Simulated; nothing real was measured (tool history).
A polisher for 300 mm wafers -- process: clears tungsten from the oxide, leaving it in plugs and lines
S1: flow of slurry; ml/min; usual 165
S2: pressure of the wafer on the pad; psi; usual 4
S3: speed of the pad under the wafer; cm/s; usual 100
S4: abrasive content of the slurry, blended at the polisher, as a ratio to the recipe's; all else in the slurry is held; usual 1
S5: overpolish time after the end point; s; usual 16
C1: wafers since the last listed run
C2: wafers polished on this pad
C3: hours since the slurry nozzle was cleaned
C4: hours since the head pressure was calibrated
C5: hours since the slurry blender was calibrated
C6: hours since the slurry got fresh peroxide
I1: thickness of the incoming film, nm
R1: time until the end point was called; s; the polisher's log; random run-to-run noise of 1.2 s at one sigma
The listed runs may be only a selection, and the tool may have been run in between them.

run,hour,S1,S2,S3,S4,S5,C1,C2,C3,C4,C5,C6,I1,R1
1,0,165,4,126,1,16,0,3052,155.2,734.6,352.3,196.4,462.8,72.7
2,35.6,165,4,126,1,16,371,3424,190.8,770.2,387.9,232,456.1,72.2
# hour 45.5: head pressure recalibrated
# hour 74.2: slurry blender recalibrated
3,104.9,165,4,126,1,16,681,4105,260.1,59.4,30.7,301.3,455.1,77.9
# hour 128.4: worn pad replaced by a new one
4,153.8,165,4,100,1,16,468,264,309,108.3,79.6,350.2,463.5,95.4
5,187.7,165,4,100,1,25,353,618,342.9,142.2,113.5,384.1,460.1,92.7
6,252.6,200,4,100,0.85,16,677,1296,407.8,207.1,178.4,449,463.4,97.2
# hour 274.1: slurry tank refilled with fresh slurry and peroxide
7,314.2,165,3,100,1.2,13,632,1928,469.4,268.7,240,40.1,457.1,114.6
8,374.5,165,4,100,1,16,629,2558,529.7,329,300.3,100.4,462.3,90.9
9,426.7,165,4.4,100,1,16,544,3102,581.9,381.2,352.5,152.6,459.9,82.1
10,490.3,165,4.9,100,1,16,663,3766,645.5,444.8,416.1,216.2,461.6,74.1
11,531.3,215,3.1,100,1.2,7,427,4194,686.5,485.8,457.1,257.2,469.1,108.6
# hour 544.9: slurry blender recalibrated
12,598.9,165,4,100,0.7,16,684,4879,754.1,553.4,54,324.8,465.7,101.2
# hour 633: worn pad replaced by a new one
13,640.9,165,4,100,1,16,396,82,796.1,595.4,96,366.8,469.1,91.9
# hour 688.8: slurry tank refilled with fresh slurry and peroxide
14,707.6,105,3.1,128,1,19,685,768,862.8,662.1,162.7,18.8,464.7,97.4
15,772.3,185,4,100,1,16,675,1443,927.5,726.8,227.4,83.5,465,88.2
16,806.3,165,3.5,100,1,16,354,1798,961.5,760.8,261.4,117.5,468.4,102.4
# hour 854: slurry nozzle cleaned
17,877.7,165,4,100,1,16,734,2533,23.7,832.2,332.8,188.9,465.8,89.7
18,908.7,165,4,74,1,16,323,2856,54.7,863.2,363.8,219.9,459,114.8
# hour 911.6: head pressure recalibrated
19,945.5,165,5.2,100,1,11,363,3219,91.5,33.9,400.6,256.7,462.3,75.8
20,986.6,165,4,68,1,16,428,3648,132.6,75,441.7,297.8,461,133.5
# hour 1026: slurry blender recalibrated
21,1044,165,4,100,1,16,578,4227,190,132.4,18,355.2,461.9,97.1
22,1074.9,165,4,120,1,16,322,4549,220.9,163.3,48.9,386.1,463.5,80.9
# hour 1088.5: worn pad replaced by a new one
# hour 1089.1: slurry tank refilled with fresh slurry and peroxide
23,1122.9,165,3.3,64,1.25,7,452,352,268.9,211.3,96.9,33.8,465.3,158.2
24,1183.5,185,4,100,1,16,632,985,329.5,271.9,157.5,94.4,452.7,90.2
25,1240.5,165,4,100,1,16,594,1580,386.5,328.9,214.5,151.4,461.2,90.9
26,1282.8,165,4,130,1,16,441,2021,428.8,371.2,256.8,193.7,466.6,72.6

4 ways to go on from here, each from the tool as it stands after run 26. What would each give?
A,1283.2,165,4,100,1,16,4,2025,429.2,371.6,257.2,194.1,464.6,?
B,1283.2,210,5.3,132,1,20,4,2025,429.2,371.6,257.2,194.1,464.6,?
C,1283.2,210,4,76,1,16,4,2025,429.2,371.6,257.2,194.1,464.6,?
D,1283.2,165,4,100,1.2,16,4,2025,429.2,371.6,257.2,194.1,464.6,?

run,R1
A,92.4
B,52.9
C,115.5
D,86.9
With no hidden state in the tool, these same runs would have given:
run,R1
A,100.2
B,57.3
C,125.1
D,94.2

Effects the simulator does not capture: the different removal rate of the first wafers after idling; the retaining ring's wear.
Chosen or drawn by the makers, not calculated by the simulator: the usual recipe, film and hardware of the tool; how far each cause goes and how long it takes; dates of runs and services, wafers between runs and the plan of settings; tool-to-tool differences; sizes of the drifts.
